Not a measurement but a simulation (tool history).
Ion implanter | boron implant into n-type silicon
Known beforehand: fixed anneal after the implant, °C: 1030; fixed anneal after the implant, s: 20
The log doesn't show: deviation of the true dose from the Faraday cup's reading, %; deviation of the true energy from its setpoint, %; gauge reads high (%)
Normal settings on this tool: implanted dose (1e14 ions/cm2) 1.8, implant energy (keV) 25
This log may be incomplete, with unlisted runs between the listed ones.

run	hour	implanted dose (1e14 ions/cm2)	implant energy (keV)	wafers since the last listed run	hours since the last dose calibration	hours since the extraction supply was calibrated	hours since the gauge calibration	read-back reference wafer on the same gauge, sheet resistance	sheet resistance of the implanted and annealed layer (ohm/square)
1	0	1.8	25	0	1559.9	6111.7	624.5	578.53	500.77
# hour 6.3: gauge calibrated
2	23.9	1.8	25	425	1583.8	6135.6	17.6	579.24	499.77
3	57.2	1.8	25	593	1617.1	6168.9	50.9	579.62	498.22
4	70.4	1.8	25	235	1630.3	6182.1	64.1	578.73	499.14
5	98	2.1	25	491	1657.9	6209.7	91.7	579.11	440.39
6	123.5	1.59	29	454	1683.4	6235.2	117.2	579.31	540.45
7	149.6	1.59	29	464	1709.5	6261.3	143.3	579.93	537.15
8	177.1	2.05	25	489	1737	6288.8	170.8	579.57	450.18
9	254.5	2.05	25	1378	1814.4	6366.2	248.2	580.14	448.61
# hour 263.9: Faraday cup replaced and dose calibrated
10	288.8	2.05	25	468	24.9	6400.5	282.5	578.33	462.07
11	309.4	1.8	25	366	45.5	6421.1	303.1	578.69	512.98
12	330.7	1.8	25	379	66.8	6442.4	324.4	579.48	514.79
13	350.9	1.49	25	359	87	6462.6	344.6	579.16	594.92
14	366.1	1.58	25	270	102.2	6477.8	359.8	579.6	567.36
15	387.3	1.58	25	377	123.4	6499	381	578.72	566.52
16	404.9	1.58	25	313	141	6516.6	398.6	578.86	567.04
# hour 428.3: extraction supply calibrated
17	430.4	1.8	25	311	166.5	2.1	424.1	579.55	514.78
18	456.2	1.8	25	459	192.3	27.9	449.9	579.02	509.49
19	478.3	1.54	17	393	214.4	50	472	578.93	608.46
20	499	1.56	21	368	235.1	70.7	492.7	577.99	586.25
21	514.4	2.33	33.5	274	250.5	86.1	508.1	579.21	402.6
22	549.1	1.8	25	618	285.2	120.8	542.8	578.72	512.86
23	566.9	2.26	31.5	317	303	138.6	560.6	578.7	413.42
24	585.6	1.59	20.5	333	321.7	157.3	579.3	578.73	576.98
# hour 610.2: gauge calibrated
25	621.2	1.44	29.5	634	357.3	192.9	11	579.44	591.98
26	638.2	2.09	18	302	374.3	209.9	28	579.47	471.55
27	657.9	1.8	25	350	394	229.6	47.7	579.09	510.67
28	689.2	1.44	29	557	425.3	260.9	79	578.82	591.95
29	707.1	1.36	23	318	443.2	278.8	96.9	578.93	644.93
30	750.3	1.28	20	769	486.4	322	140.1	579.39	686.32
31	774	1.44	29	422	510.1	345.7	163.8	578.88	592.04
32	793.8	2.24	20.5	352	529.9	365.5	183.6	578.7	434.74
33	828.8	1.43	33	623	564.9	400.5	218.6	579.06	580.72
34	848.7	1.8	31	354	584.8	420.4	238.5	579.31	491.61
35	934.3	2.32	25	1524	670.4	506	324.1	578.84	414.6
36	952.3	1.8	20.5	320	688.4	524	342.1	578.95	520.09
37	966.4	1.8	25	251	702.5	538.1	356.2	578.89	509.36

What differs in the tool's unlogged condition from the final listed run ahead of each entry between runs to the first listed run following it?
Logged between run 1 and run 2: gauge calibrated (hour 6.3)
  deviation of the true dose from the Faraday cup's reading, %: 3.51 -> 3.57
  difference, measured minus the result without the unlogged condition, sheet resistance of the implanted and annealed layer (ohm/square): -13.93 -> -14.15
Logged between run 9 and run 10: Faraday cup replaced and dose calibrated (hour 263.9)
  deviation of the true dose from the Faraday cup's reading, %: 4.18 -> -0.128
  difference, measured minus the result without the unlogged condition, sheet resistance of the implanted and annealed layer (ohm/square): -14.98 -> +0.47
Logged between run 16 and run 17: extraction supply calibrated (hour 428.3)
  deviation of the true dose from the Faraday cup's reading, %: 0.176 -> 0.243
  difference, measured minus the result without the unlogged condition, sheet resistance of the implanted and annealed layer (ohm/square): -0.78 -> -0.99
Logged between run 24 and run 25: gauge calibrated (hour 610.2)
  deviation of the true dose from the Faraday cup's reading, %: 0.65 -> 0.744
  difference, measured minus the result without the unlogged condition, sheet resistance of the implanted and annealed layer (ohm/square): -3.01 -> -3.35
